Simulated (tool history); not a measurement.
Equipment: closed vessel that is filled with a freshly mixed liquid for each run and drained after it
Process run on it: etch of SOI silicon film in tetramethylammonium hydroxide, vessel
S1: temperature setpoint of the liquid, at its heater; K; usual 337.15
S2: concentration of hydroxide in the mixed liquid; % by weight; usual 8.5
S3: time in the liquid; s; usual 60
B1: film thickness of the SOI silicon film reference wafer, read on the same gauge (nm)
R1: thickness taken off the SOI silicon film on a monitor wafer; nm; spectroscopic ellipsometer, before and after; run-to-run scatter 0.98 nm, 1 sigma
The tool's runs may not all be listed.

run 1 day=0 | S1=337.15 S2=8.5 S3=50 | B1=80.02 | R1=266.5
run 2 day=2.638 | S1=337.15 S2=8.5 S3=50 | B1=80.01 | R1=264.61
run 3 day=5.038 | S1=337.15 S2=7.5 S3=60 | B1=80.03 | R1=330.05
run 4 day=7.9 | S1=337.15 S2=8.5 S3=60 | B1=79.97 | R1=318.94
run 5 day=12.025 | S1=337.15 S2=8.5 S3=60 | B1=80.01 | R1=318.84
run 6 day=13.629 | S1=337.15 S2=8.5 S3=60 | B1=80.02 | R1=318.49
run 7 day=16.708 | S1=340.65 S2=8.5 S3=60 | B1=79.99 | R1=392.9
run 8 day=19.721 | S1=337.15 S2=8.5 S3=60 | B1=79.97 | R1=318.68
run 9 day=21.296 | S1=337.15 S2=8.5 S3=60 | B1=79.99 | R1=317.47
run 10 day=23.275 | S1=337.15 S2=8.5 S3=60 | B1=80.02 | R1=320.49
-- day=24.762 thermometer replaced
run 11 day=25.962 | S1=339.65 S2=8.5 S3=60 | B1=80.04 | R1=348.19
run 12 day=29.429 | S1=337.15 S2=8.5 S3=60 | B1=80.03 | R1=300.94
run 13 day=31.054 | S1=332.15 S2=10.5 S3=80 | B1=80 | R1=270.72
run 14 day=34.633 | S1=344.65 S2=10.5 S3=50 | B1=80 | R1=363.03
-- day=35.521 gauge calibrated
run 15 day=36.167 | S1=337.15 S2=8.5 S3=30 | B1=80.03 | R1=150.41
run 16 day=38.867 | S1=331.15 S2=6.5 S3=45 | B1=79.98 | R1=169.2
run 17 day=42.288 | S1=341.15 S2=8.5 S3=90 | B1=80 | R1=571.57
run 18 day=45.796 | S1=333.65 S2=8.5 S3=60 | B1=79.97 | R1=241.39
run 19 day=50.25 | S1=337.15 S2=8.5 S3=60 | B1=79.96 | R1=298.6
-- day=53.05 hydroxide flow meter replaced
run 20 day=53.267 | S1=341.15 S2=8.5 S3=90 | B1=79.99 | R1=592.32
run 21 day=55.329 | S1=337.15 S2=8.5 S3=60 | B1=79.99 | R1=310.53
run 22 day=57.667 | S1=332.65 S2=9.5 S3=50 | B1=80.03 | R1=188.87
run 23 day=60.904 | S1=337.15 S2=8.5 S3=35 | B1=80.01 | R1=181.58
run 24 day=64.779 | S1=337.15 S2=8.5 S3=60 | B1=80 | R1=312.65
run 25 day=67.362 | S1=330.65 S2=9.5 S3=30 | B1=80.02 | R1=99.67

Pick out some run-to-run changes in R1. Of each, how much would a tool without hidden state show as well, from the settings, what came in and chance, and how much is left for the hidden state and any gauge scatter not in both results compared?
What the log doesn't record here: liquid hotter than its thermometer reads (K); hydroxide flow above the setpoint (%); gauge reads high (%).
Run 10 -> 11: S1 337.15 -> 339.65, thermometer replaced. R1 +27.7 nm: hidden state -19.88, all else +47.58.
Run 16 -> 17: S1 331.15 -> 341.15, S2 6.5 -> 8.5, S3 45 -> 90. R1 +402.37 nm: hidden state -11.5, all else +413.87.
Run 17 -> 18: S1 341.15 -> 333.65, S3 90 -> 60. R1 -330.18 nm: hidden state +8.17, all else -338.35.
Run 19 -> 20: S1 337.15 -> 341.15, S3 60 -> 90, hydroxide flow meter replaced. R1 +293.72 nm: hidden state +15.45, all else +278.27.
